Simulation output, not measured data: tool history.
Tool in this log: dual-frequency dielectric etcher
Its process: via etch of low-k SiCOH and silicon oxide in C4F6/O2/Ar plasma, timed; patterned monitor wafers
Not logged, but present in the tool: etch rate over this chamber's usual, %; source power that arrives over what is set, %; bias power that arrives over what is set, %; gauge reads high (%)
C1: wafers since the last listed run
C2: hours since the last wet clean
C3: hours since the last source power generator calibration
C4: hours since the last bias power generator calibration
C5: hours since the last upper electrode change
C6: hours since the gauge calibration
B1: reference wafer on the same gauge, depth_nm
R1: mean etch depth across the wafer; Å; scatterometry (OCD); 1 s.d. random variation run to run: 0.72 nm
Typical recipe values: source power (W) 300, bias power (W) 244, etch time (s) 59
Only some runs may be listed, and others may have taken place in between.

{"run": 1, "hour": 0.0, "source power (W)": 260, "bias power (W)": 244, "etch time (s)": 59, "C1": 0, "C2": 489.2, "C3": 1717.3, "C4": 2887.6, "C5": 5703.3, "C6": 127.2, "B1": 147, "R1": 1494}
{"run": 2, "hour": 8.9, "source power (W)": 260, "bias power (W)": 244, "etch time (s)": 59, "C1": 157, "C2": 498.1, "C3": 1726.2, "C4": 2896.5, "C5": 5712.2, "C6": 136.1, "B1": 146.7, "R1": 1504}
{"run": 3, "hour": 16.9, "source power (W)": 260, "bias power (W)": 244, "etch time (s)": 59, "C1": 141, "C2": 506.1, "C3": 1734.2, "C4": 2904.5, "C5": 5720.2, "C6": 144.1, "B1": 146.9, "R1": 1501}
{"run": 4, "hour": 33.8, "source power (W)": 300, "bias power (W)": 244, "etch time (s)": 72, "C1": 299, "C2": 523, "C3": 1751.1, "C4": 2921.4, "C5": 5737.1, "C6": 161, "B1": 147.1, "R1": 1916}
{"run": 5, "hour": 48.3, "source power (W)": 300, "bias power (W)": 244, "etch time (s)": 72, "C1": 257, "C2": 537.5, "C3": 1765.6, "C4": 2935.9, "C5": 5751.6, "C6": 175.5, "B1": 147.2, "R1": 1933}
{"run": 6, "hour": 61.8, "source power (W)": 300, "bias power (W)": 244, "etch time (s)": 72, "C1": 239, "C2": 551, "C3": 1779.1, "C4": 2949.4, "C5": 5765.1, "C6": 189, "B1": 146.8, "R1": 1936}
{"run": 7, "hour": 70.0, "source power (W)": 300, "bias power (W)": 244, "etch time (s)": 59, "C1": 145, "C2": 559.2, "C3": 1787.3, "C4": 2957.6, "C5": 5773.3, "C6": 197.2, "B1": 146.8, "R1": 1581}
{"run": 8, "hour": 78.3, "source power (W)": 300, "bias power (W)": 244, "etch time (s)": 59, "C1": 147, "C2": 567.5, "C3": 1795.6, "C4": 2965.9, "C5": 5781.6, "C6": 205.5, "B1": 147, "R1": 1581}
{"hour": 108.5, "done": "upper electrode replaced, of another model than before"}
{"hour": 136.4, "done": "wet clean of the chamber"}
{"run": 9, "hour": 136.9, "source power (W)": 300, "bias power (W)": 244, "etch time (s)": 59, "C1": 188, "C2": 0.5, "C3": 1854.2, "C4": 3024.5, "C5": 28.4, "C6": 264.1, "B1": 147, "R1": 1527}
{"run": 10, "hour": 137.2, "source power (W)": 300, "bias power (W)": 244, "etch time (s)": 59, "C1": 5, "C2": 0.8, "C3": 1854.5, "C4": 3024.8, "C5": 28.7, "C6": 264.4, "B1": 146.7, "R1": 1530}
{"run": 11, "hour": 138.7, "source power (W)": 300, "bias power (W)": 244, "etch time (s)": 59, "C1": 26, "C2": 2.3, "C3": 1856, "C4": 3026.3, "C5": 30.2, "C6": 265.9, "B1": 146.9, "R1": 1532}
{"hour": 146.4, "done": "source power generator calibrated"}
{"run": 12, "hour": 173.4, "source power (W)": 300, "bias power (W)": 244, "etch time (s)": 59, "C1": 544, "C2": 37, "C3": 27, "C4": 3061, "C5": 64.9, "C6": 300.6, "B1": 146.9, "R1": 1531}
{"run": 13, "hour": 180.5, "source power (W)": 300, "bias power (W)": 271, "etch time (s)": 53, "C1": 126, "C2": 44.1, "C3": 34.1, "C4": 3068.1, "C5": 72, "C6": 307.7, "B1": 146.9, "R1": 1421}
{"run": 14, "hour": 189.7, "source power (W)": 300, "bias power (W)": 244, "etch time (s)": 59, "C1": 163, "C2": 53.3, "C3": 43.3, "C4": 3077.3, "C5": 81.2, "C6": 316.9, "B1": 147.1, "R1": 1531}
{"hour": 204.0, "done": "bias power generator calibrated"}
{"run": 15, "hour": 204.9, "source power (W)": 260, "bias power (W)": 197, "etch time (s)": 43.5, "C1": 198, "C2": 68.5, "C3": 58.5, "C4": 0.9, "C5": 96.4, "C6": 332.1, "B1": 146.9, "R1": 1048}
{"run": 16, "hour": 214.5, "source power (W)": 340, "bias power (W)": 209, "etch time (s)": 59, "C1": 170, "C2": 78.1, "C3": 68.1, "C4": 10.5, "C5": 106, "C6": 341.7, "B1": 146.9, "R1": 1517}
{"hour": 224.3, "done": "gauge calibrated"}
{"run": 17, "hour": 229.8, "source power (W)": 300, "bias power (W)": 269, "etch time (s)": 59, "C1": 271, "C2": 93.4, "C3": 83.4, "C4": 25.8, "C5": 121.3, "C6": 5.5, "B1": 147.1, "R1": 1571}
{"run": 18, "hour": 263.7, "source power (W)": 340, "bias power (W)": 244, "etch time (s)": 59, "C1": 601, "C2": 127.3, "C3": 117.3, "C4": 59.7, "C5": 155.2, "C6": 39.4, "B1": 147.2, "R1": 1591}
{"run": 19, "hour": 270.7, "source power (W)": 240, "bias power (W)": 276, "etch time (s)": 43, "C1": 124, "C2": 134.3, "C3": 124.3, "C4": 66.7, "C5": 162.2, "C6": 46.4, "B1": 146.9, "R1": 1122}
{"run": 20, "hour": 280.5, "source power (W)": 250, "bias power (W)": 244, "etch time (s)": 45, "C1": 173, "C2": 144.1, "C3": 134.1, "C4": 76.5, "C5": 172, "C6": 56.2, "B1": 146.8, "R1": 1139}
{"run": 21, "hour": 296.1, "source power (W)": 340, "bias power (W)": 187, "etch time (s)": 59, "C1": 276, "C2": 159.7, "C3": 149.7, "C4": 92.1, "C5": 187.6, "C6": 71.8, "B1": 146.9, "R1": 1480}
{"run": 22, "hour": 310.5, "source power (W)": 300, "bias power (W)": 244, "etch time (s)": 59, "C1": 255, "C2": 174.1, "C3": 164.1, "C4": 106.5, "C5": 202, "C6": 86.2, "B1": 146.9, "R1": 1556}
{"run": 23, "hour": 320.1, "source power (W)": 330, "bias power (W)": 244, "etch time (s)": 59, "C1": 170, "C2": 183.7, "C3": 173.7, "C4": 116.1, "C5": 211.6, "C6": 95.8, "B1": 146.7, "R1": 1579}
{"run": 24, "hour": 336.4, "source power (W)": 300, "bias power (W)": 244, "etch time (s)": 59, "C1": 289, "C2": 200, "C3": 190, "C4": 132.4, "C5": 227.9, "C6": 112.1, "B1": 147, "R1": 1546}
{"run": 25, "hour": 349.6, "source power (W)": 240, "bias power (W)": 304, "etch time (s)": 74.5, "C1": 234, "C2": 213.2, "C3": 203.2, "C4": 145.6, "C5": 241.1, "C6": 125.3, "B1": 147, "R1": 1986}
{"run": 26, "hour": 359.0, "source power (W)": 320, "bias power (W)": 244, "etch time (s)": 49, "C1": 166, "C2": 222.6, "C3": 212.6, "C4": 155, "C5": 250.5, "C6": 134.7, "B1": 147, "R1": 1313}
{"run": 27, "hour": 365.6, "source power (W)": 300, "bias power (W)": 244, "etch time (s)": 53.5, "C1": 117, "C2": 229.2, "C3": 219.2, "C4": 161.6, "C5": 257.1, "C6": 141.3, "B1": 146.9, "R1": 1407}
{"run": 28, "hour": 374.5, "source power (W)": 300, "bias power (W)": 244, "etch time (s)": 59, "C1": 157, "C2": 238.1, "C3": 228.1, "C4": 170.5, "C5": 266, "C6": 150.2, "B1": 147.1, "R1": 1555}
{"run": 29, "hour": 389.6, "source power (W)": 300, "bias power (W)": 224, "etch time (s)": 64, "C1": 268, "C2": 253.2, "C3": 243.2, "C4": 185.6, "C5": 281.1, "C6": 165.3, "B1": 146.9, "R1": 1658}

Here are 5 independent what-if runs from the current tool condition. What would each one return?
{"run": "A", "hour": 390.0, "source power (W)": 300, "bias power (W)": 244, "etch time (s)": 66.5, "C1": 7, "C2": 253.6, "C3": 243.6, "C4": 186, "C5": 281.5, "C6": 165.7, "B1": "?", "R1": "?"}
{"run": "B", "hour": 390.0, "source power (W)": 240, "bias power (W)": 244, "etch time (s)": 47, "C1": 7, "C2": 253.6, "C3": 243.6, "C4": 186, "C5": 281.5, "C6": 165.7, "B1": "?", "R1": "?"}
{"run": "C", "hour": 390.0, "source power (W)": 300, "bias power (W)": 287, "etch time (s)": 59, "C1": 7, "C2": 253.6, "C3": 243.6, "C4": 186, "C5": 281.5, "C6": 165.7, "B1": "?", "R1": "?"}
{"run": "D", "hour": 390.0, "source power (W)": 260, "bias power (W)": 244, "etch time (s)": 50.5, "C1": 7, "C2": 253.6, "C3": 243.6, "C4": 186, "C5": 281.5, "C6": 165.7, "B1": "?", "R1": "?"}
{"run": "E", "hour": 390.0, "source power (W)": 360, "bias power (W)": 198, "etch time (s)": 44, "C1": 7, "C2": 253.6, "C3": 243.6, "C4": 186, "C5": 281.5, "C6": 165.7, "B1": "?", "R1": "?"}

run=A B1=147.1 R1=1739
run=B B1=147.1 R1=1177
run=C B1=147.1 R1=1610
run=D B1=147.1 R1=1284
run=E B1=147.1 R1=1136
What these runs would have given with no unlogged condition in the tool:
run=A R1=1705
run=B R1=1155
run=C R1=1578
run=D R1=1259
run=E R1=1114
